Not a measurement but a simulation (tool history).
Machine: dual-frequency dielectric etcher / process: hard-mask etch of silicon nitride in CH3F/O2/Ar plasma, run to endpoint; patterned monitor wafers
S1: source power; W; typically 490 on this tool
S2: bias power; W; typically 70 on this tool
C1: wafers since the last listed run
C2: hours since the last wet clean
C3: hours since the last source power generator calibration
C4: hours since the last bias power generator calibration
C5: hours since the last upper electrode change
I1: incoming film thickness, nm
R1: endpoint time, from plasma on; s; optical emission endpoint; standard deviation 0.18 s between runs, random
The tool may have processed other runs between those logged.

run,hour,S1,S2,C1,C2,C3,C4,C5,I1,R1
1,0.0,490,65,0,291.9,1472.2,2243.7,3052.0,42.92,63.2
2,42.9,490,63,365,334.8,1515.1,2286.6,3094.9,43.27,64.9
# hour 104.2: wet clean of the chamber
3,104.7,490,63,321,0.5,1576.9,2348.4,3156.7,43.53,63.3
4,168.5,540,58,543,64.3,1640.7,2412.2,3220.5,43.49,63.5
5,224.7,540,58,478,120.5,1696.9,2468.4,3276.7,43.16,63.2
6,295.7,540,58,604,191.5,1767.9,2539.4,3347.7,43.07,64.0
7,356.6,490,70,518,252.4,1828.8,2600.3,3408.6,43.09,62.3
8,422.9,490,70,564,318.7,1895.1,2666.6,3474.9,42.93,62.6
# hour 477.9: wet clean of the chamber
9,478.4,490,70,268,0.5,1950.6,2722.1,3530.4,43.28,60.8
10,568.6,490,70,768,90.7,2040.8,2812.3,3620.6,43.34,61.2
11,624.1,450,77,472,146.2,2096.3,2867.8,3676.1,42.78,60.9
# hour 643.7: source power generator calibrated
12,660.9,450,77,279,183.0,17.2,2904.6,3712.9,43.45,60.9
13,714.5,450,77,456,236.6,70.8,2958.2,3766.5,43.25,61.1
# hour 754.2: upper electrode replaced
14,758.8,490,70,172,280.9,115.1,3002.5,4.6,43.41,61.7
# hour 792.8: bias power generator calibrated
# hour 796.1: wet clean of the chamber
15,807.1,490,59,349,11.0,163.4,14.3,52.9,43.43,63.9
16,853.8,450,77,397,57.7,210.1,61.0,99.6,43.37,60.3
17,895.3,370,59,353,99.2,251.6,102.5,141.1,43.65,72.3
18,927.8,490,59,276,131.7,284.1,135.0,173.6,43.58,64.6

Forecast run 19:
19,960.5,390,58,278,164.4,316.8,167.7,206.3,43.74,?

R1: 72.1 s
On a tool with no hidden condition, and with the same random variation, this run would have come out at R1 71.0 s.

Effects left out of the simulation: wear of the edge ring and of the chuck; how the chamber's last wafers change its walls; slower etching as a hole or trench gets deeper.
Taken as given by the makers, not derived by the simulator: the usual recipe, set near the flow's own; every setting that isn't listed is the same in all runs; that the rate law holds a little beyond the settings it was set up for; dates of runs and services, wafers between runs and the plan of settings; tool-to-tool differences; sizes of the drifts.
